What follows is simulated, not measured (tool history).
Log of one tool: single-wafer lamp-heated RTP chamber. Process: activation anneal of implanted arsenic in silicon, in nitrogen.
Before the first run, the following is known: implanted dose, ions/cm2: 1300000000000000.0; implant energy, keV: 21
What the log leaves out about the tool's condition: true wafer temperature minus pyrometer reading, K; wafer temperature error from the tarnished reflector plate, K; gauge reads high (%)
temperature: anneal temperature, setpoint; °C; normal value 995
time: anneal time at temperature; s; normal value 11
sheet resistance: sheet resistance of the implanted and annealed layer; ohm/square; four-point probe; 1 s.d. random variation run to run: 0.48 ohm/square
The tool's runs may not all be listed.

run   hour  temperature  time  wafers since the last listed run  wafers since the last pyrometer calibration  wafers since the reflector plate was cleaned  hours since the gauge calibration  read-back reference wafer on the same gauge, sheet resistance  sheet resistance
  1      0          995    11                                 0                                         2185                                           800                              451.6                                                          99.01            117.19
  2   12.3          995    11                               112                                         2298                                           912                              463.9                                                          98.87            115.97
      54.4  -- pyrometer window cleaned and pyrometer calibrated
  3   54.9          995    11                               316                                            4                                          1229                              506.5                                                          98.96            120.15
  4   65.2          995    11                                94                                           98                                          1323                              516.8                                                          99.12             119.9
  5   81.7          995    11                               150                                          249                                          1474                              533.3                                                          99.04            119.52
  6    111          995    11                               268                                          517                                          1742                              562.6                                                          99.02            119.54
  7  142.6          995    11                               289                                          807                                          2031                              594.2                                                          99.02            117.57
  8  168.4          995    11                               236                                         1043                                          2268                                620                                                          99.03            116.98
  9  201.5          995    16                               302                                         1346                                          2570                              653.1                                                          98.91            113.18
 10  233.5          973    11                               292                                         1638                                          2863                              685.1                                                          99.04            125.42
 11  248.8          995    14                               140                                         1778                                          3003                              700.4                                                          99.04            112.97
     263.4  -- reflector plate cleaned
     274.8  -- gauge calibrated
     306.3  -- pyrometer window cleaned and pyrometer calibrated
 12  348.3          986    16                               764                                          384                                           703                               73.5                                                          99.01            119.93
 13  367.5         1022    13                               175                                          560                                           879                               92.7                                                          99.13            109.84
 14  386.6          995     9                               174                                          735                                          1054                              111.8                                                          98.84            123.13
 15    479          983     7                               845                                         1580                                          1899                              204.2                                                          98.93            127.17
 16  495.4         1003    13                               150                                         1730                                          2049                              220.6                                                          99.03            113.03
 17  557.1         1015    13                               564                                         2295                                          2614                              282.3                                                          99.02             107.9
     567.9  -- pyrometer window cleaned and pyrometer calibrated
 18    592          995    11                               246                                          220                                          2860                              317.2                                                          98.92            119.43
 19  612.5          984    13                               187                                          408                                          3048                              337.7                                                             99            120.48
 20  629.3          995    11                               153                                          561                                          3201                              354.5                                                          99.08            118.95
     663.6  -- reflector plate cleaned
 21  664.1         1019    14                               245                                          807                                             4                              389.3                                                          99.12            110.21
 22  678.2          982     9                               129                                          936                                           133                              403.4                                                          99.09            127.53

5 ways to go on from here, each from the tool as it stands after run 22. What would each give?
  A  678.6          995     5                                 3                                          939                                           137                              403.8                                                              ?                 ?
  B  678.6         1015     9                                 3                                          939                                           137                              403.8                                                              ?                 ?
  C  678.6          979    15                                 3                                          939                                           137                              403.8                                                              ?                 ?
  D  678.6          985     6                                 3                                          939                                           137                              403.8                                                              ?                 ?
  E  678.6         1016     8                                 3                                          939                                           137                              403.8                                                              ?                 ?

run  read-back reference wafer on the same gauge, sheet resistance  sheet resistance
  A                                                          98.94            129.14
  B                                                          98.94            116.01
  C                                                          98.94            123.02
  D                                                          98.94            130.73
  E                                                          98.94            117.01
What these runs would have given with no unlogged condition in the tool:
run  sheet resistance
  A            131.16
  B            117.92
  C            125.46
  D            132.81
  E            118.92
